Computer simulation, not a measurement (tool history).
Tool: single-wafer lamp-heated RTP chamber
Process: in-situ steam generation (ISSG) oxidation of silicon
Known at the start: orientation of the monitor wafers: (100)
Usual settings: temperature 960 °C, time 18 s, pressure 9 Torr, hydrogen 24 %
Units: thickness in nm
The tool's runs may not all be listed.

run     day  temperature  time  pressure  hydrogen  read-back reference wafer on the same gauge, thickness  thickness
  1       0          960    18         9        19                                                    3.93      4.742
       0.75  -- pyrometer window cleaned and pyrometer calibrated
  2   0.779          960    18         9        19                                                   3.932      4.562
  3   2.171          960    12         9        24                                                   3.928      4.111
  4   3.046          960    12         9        24                                                   3.929      4.137
  5     4.3          960    12         9        24                                                   3.928      4.163
  6   5.529          960    18         9        24                                                   3.933      4.886
  7   6.108          960    18         9        24                                                   3.931      4.901
  8   6.875          960    18         9        24                                                   3.925      4.938
  9   8.325          960    18         9        24                                                    3.93      4.926
      9.804  -- pyrometer window cleaned and pyrometer calibrated
 10   9.825          960    18         9        24                                                   3.933      4.825
 11  10.525          960    18         9        22                                                   3.932      4.734
 12  11.229          960    11       7.9        32                                                   3.929      4.406
 13  12.575          967    18         9        30                                                    3.93      5.242
 14  13.442          944    21       8.3        24                                                   3.926      4.974
 15  14.512          960    18         9        24                                                   3.933      4.879
 16  15.192          969    22       8.5        32                                                    3.93      5.967
     16.312  -- gauge calibrated
 17  18.133          960    24      10.2        31                                                   3.933      5.782
     18.796  -- hydrogen flow controller replaced
 18  18.917          952    22         9        15                                                    3.93      4.795
     19.567  -- pyrometer window cleaned and pyrometer calibrated
 19  19.588          971    18         9        20                                                   3.931      4.801
 20  20.512          960    18         9        24                                                   3.928      4.866
 21  21.275          960    14       9.6        30                                                   3.932      4.608
 22  22.046          960    18         9        24                                                   3.931       4.87
 23  23.333          950    14         9        24                                                   3.929      4.284
     24.079  -- pressure gauge zeroed
 24  24.412          953    18       8.5        29                                                   3.933      5.075
 25    25.6          960    18         9        19                                                    3.93      4.649
 26  26.279          960    18         9        24                                                   3.936      4.949
 27  27.404          960    18       8.6        24                                                   3.926      4.929
 28  28.146          960    18       9.7        17                                                   3.935      4.553
 29  29.604          960    18       7.8        24                                                   3.936      5.044
     30.458  -- pyrometer window cleaned and pyrometer calibrated
 30  30.588          969    13         9        24                                                   3.934      4.357
 31  31.662          960    18         9        24                                                   3.927      4.886
 32  32.858          960    18         9        24                                                   3.923      4.887

3 ways to go on from here, each from the tool as it stands after run 32. What would each give?
  A  32.875          960    18         9        24                                                       ?          ?
  B  32.875          953    18       7.5        32                                                       ?          ?
  C  32.875          952    11      10.2        24                                                       ?          ?

run  read-back reference wafer on the same gauge, thickness  thickness
  A                                                   3.929      4.862
  B                                                   3.929      5.192
  C                                                   3.929      3.841
Without the tool's hidden state the same runs would have given:
run  thickness
  A      4.815
  B      5.143
  C      3.812
